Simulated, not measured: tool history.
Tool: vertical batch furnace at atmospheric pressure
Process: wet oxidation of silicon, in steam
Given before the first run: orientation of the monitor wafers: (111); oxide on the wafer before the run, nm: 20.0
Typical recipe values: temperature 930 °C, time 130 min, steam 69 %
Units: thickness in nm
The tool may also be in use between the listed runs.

run	day	temperature	time	steam	wafers since the last listed run	hours since the last temperature calibration	hours since the steam generator was serviced	hours since the gauge calibration	read-back reference wafer on the same gauge, thickness	thickness
1	0	930	130	69	0	2902	2003.8	1120.7	332	393.69
2	1.158	930	130	69	223	2929.8	2031.6	1148.5	331.82	393.37
3	3.15	930	130	69	384	2977.6	2079.4	1196.3	331.81	390.22
4	5.117	930	130	69	379	3024.8	2126.6	1243.5	331.71	391.22
5	6.779	930	130	69	320	3064.7	2166.5	1283.4	332.22	393.35
6	9.604	930	130	69	544	3132.5	2234.3	1351.2	332.03	390.49
7	11.946	930	130	69	451	3188.7	2290.5	1407.4	332.11	388.95
8	13.717	930	130	69	341	3231.2	2333	1449.9	331.91	389.59
9	14.746	930	130	69	198	3255.9	2357.7	1474.6	332.27	389.75
10	17.162	930	130	69	466	3313.9	2415.7	1532.6	332.11	388.59
11	19.088	930	173	69	371	3360.1	2461.9	1578.8	332.12	469.83
12	21.875	930	173	69	537	3427	2528.8	1645.7	331.93	469.14
# day 23.392: thermocouples replaced and temperature profile calibrated
13	24.629	930	130	75	338	29.7	2594.9	1711.8	331.95	407.87
# day 26.338: gauge calibrated
14	27.358	930	130	77	526	95.2	2660.4	24.5	331.75	414.32
15	30.033	930	130	77	515	159.4	2724.6	88.7	332.16	416.44
16	32.612	930	130	77	497	221.3	2786.5	150.6	331.87	412.16
17	33.646	908	183.5	79	199	246.1	2811.3	175.4	332.02	452.37
# day 36.279: steam generator serviced
18	36.3	910	84.5	69	319	309.8	0.5	239.1	331.7	255.2
19	38.929	930	175.5	72	507	372.9	63.6	302.2	331.81	510.37
20	40.688	930	130	69	339	415.1	105.8	344.4	332	405.3
21	46.85	948	150	60	1188	563	253.7	492.3	332.11	458.91
22	48.504	930	176	64	319	602.7	293.4	532	331.68	472.39
23	51.317	919	188.5	69	542	670.2	360.9	599.5	331.77	483.5
24	52.921	930	130	69	309	708.7	399.4	638	332.07	403.35
25	54	930	130	80	208	734.6	425.3	663.9	331.81	445.12
26	55.738	919	188.5	69	335	776.3	467	705.6	331.8	481.32
27	58.488	940	110	65	530	842.3	533	771.6	331.8	369.7
28	59.871	930	130	77	266	875.5	566.2	804.8	331.96	432.19
29	62.746	951	109	63	554	944.5	635.2	873.8	332.05	391.65
30	65.275	911	69.5	57	487	1005.2	695.9	934.5	332.08	193.05
31	67.088	953	180.5	69	349	1048.7	739.4	978	331.9	582.81
32	68.788	917	170.5	69	327	1089.5	780.2	1018.8	331.97	439.22
33	69.888	940	66.5	69	212	1115.9	806.6	1045.2	331.96	273.83
34	72.154	930	130	69	437	1170.3	861	1099.6	332.19	403.07
35	73.721	930	130	57	302	1207.9	898.6	1137.2	332.22	353.54
36	74.946	914	66.5	62	236	1237.3	928	1166.6	332.02	204.96
37	77.892	921	130	59	568	1308	998.7	1237.3	331.84	338.62
38	80.033	930	130	69	413	1359.4	1050.1	1288.7	332.01	403.98

Forecast each of these 4 alternatives for the next run:
A	80.308	930	193.5	69	53	1366	1056.7	1295.3	?	?
B	80.308	941	150.5	69	53	1366	1056.7	1295.3	?	?
C	80.308	948	156	62	53	1366	1056.7	1295.3	?	?
D	80.308	930	171.5	69	53	1366	1056.7	1295.3	?	?

run	read-back reference wafer on the same gauge, thickness	thickness
A	331.95	524.63
B	331.95	478.52
C	331.95	478.39
D	331.95	484.71
What these runs would have given with no unlogged condition in the tool:
run	thickness
A	529.49
B	482.94
C	482.77
D	489.25
